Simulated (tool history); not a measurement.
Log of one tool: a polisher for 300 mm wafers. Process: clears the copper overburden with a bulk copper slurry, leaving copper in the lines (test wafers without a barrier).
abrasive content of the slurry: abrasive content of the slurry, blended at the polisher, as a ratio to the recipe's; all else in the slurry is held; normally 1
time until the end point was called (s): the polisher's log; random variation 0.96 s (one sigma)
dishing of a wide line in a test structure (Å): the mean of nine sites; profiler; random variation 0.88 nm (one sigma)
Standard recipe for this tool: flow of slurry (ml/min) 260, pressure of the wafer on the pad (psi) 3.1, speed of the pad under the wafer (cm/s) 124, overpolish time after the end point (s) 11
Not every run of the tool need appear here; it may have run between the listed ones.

run	hour	flow of slurry (ml/min)	pressure of the wafer on the pad (psi)	speed of the pad under the wafer (cm/s)	abrasive content of the slurry	overpolish time after the end point (s)	incoming thickness of the incoming film, nm	time until the end point was called (s)	dishing of a wide line in a test structure (Å)
1	0	260	3.1	124	1	11	806.8	51	707
2	14.5	260	3.1	124	1	11	797.9	52	706
3	22.6	260	3.1	124	1	11	816.3	52.4	713
4	35.8	260	3.1	124	1	11	812.7	51.8	714
5	48	260	3.1	124	1	11	817.7	53.8	734
6	58.1	260	3.1	124	1	11	806.5	49.7	712
7	70.5	285	3.1	124	1	11	804.2	50.4	722
8	85.7	225	3.1	92	1	11	795.6	61.9	638
9	92	260	2.1	124	0.8	16	811	83.9	666
10	110	260	3.6	124	0.85	9	814.9	47.2	683
11	117.1	260	3.1	124	1	11	820.9	52.5	716
# hour 122.1: head pressure recalibrated
12	130.1	335	3.1	82	1	9	801.8	66	583
13	140.1	195	3.1	124	1	17	795.4	54.4	803
14	151.1	195	3.7	124	0.75	5	811.4	48.4	480
# hour 156.5: worn pad replaced by a new one
15	160.5	260	3.4	124	0.9	11	802.2	48.6	730
# hour 173.5: slurry nozzle cleaned
16	175.6	260	3.6	166	1	11	818.1	38.1	822
17	184.9	325	3.1	164	0.9	11	810.8	41.9	768
# hour 192: slurry blender recalibrated
18	194.6	260	3.1	124	1	16	798.7	52.2	799
19	201.6	290	3.1	124	1	18	808.4	51	821
20	217.2	260	2.1	124	0.8	16	800.5	82.3	658
21	225.9	260	2.3	146	0.9	11	798.2	65.8	630
22	237.3	260	3.1	156	0.85	11	802.5	45.7	744
23	254	260	2.7	158	1	11	801.2	49.8	715
24	268.1	260	3.1	124	1	11	794.5	50.6	721
25	284.3	260	2.5	124	1	15	806.5	64.7	726
# hour 291.8: worn pad replaced by a new one
26	292.3	260	3.1	124	1	11	820.4	52.3	705
27	300.8	230	3.1	124	1	18	801.2	52.5	824
28	311.9	260	3.1	154	1	11	804.3	43.6	750
29	325.5	310	3.1	124	1	11	825.3	52.7	726
30	336.6	260	3.1	150	1	11	816.5	46.1	739

Run-by-run hidden state of the tool:
removal rate lost through wear of the pad, %: 0 across all the runs
slurry flow missing at the pad, %: 0 across all the runs
deviation of the head's pressure from its setpoint, %: 0 across all the runs
abrasive missing from the slurry, %: 0 across all the runs

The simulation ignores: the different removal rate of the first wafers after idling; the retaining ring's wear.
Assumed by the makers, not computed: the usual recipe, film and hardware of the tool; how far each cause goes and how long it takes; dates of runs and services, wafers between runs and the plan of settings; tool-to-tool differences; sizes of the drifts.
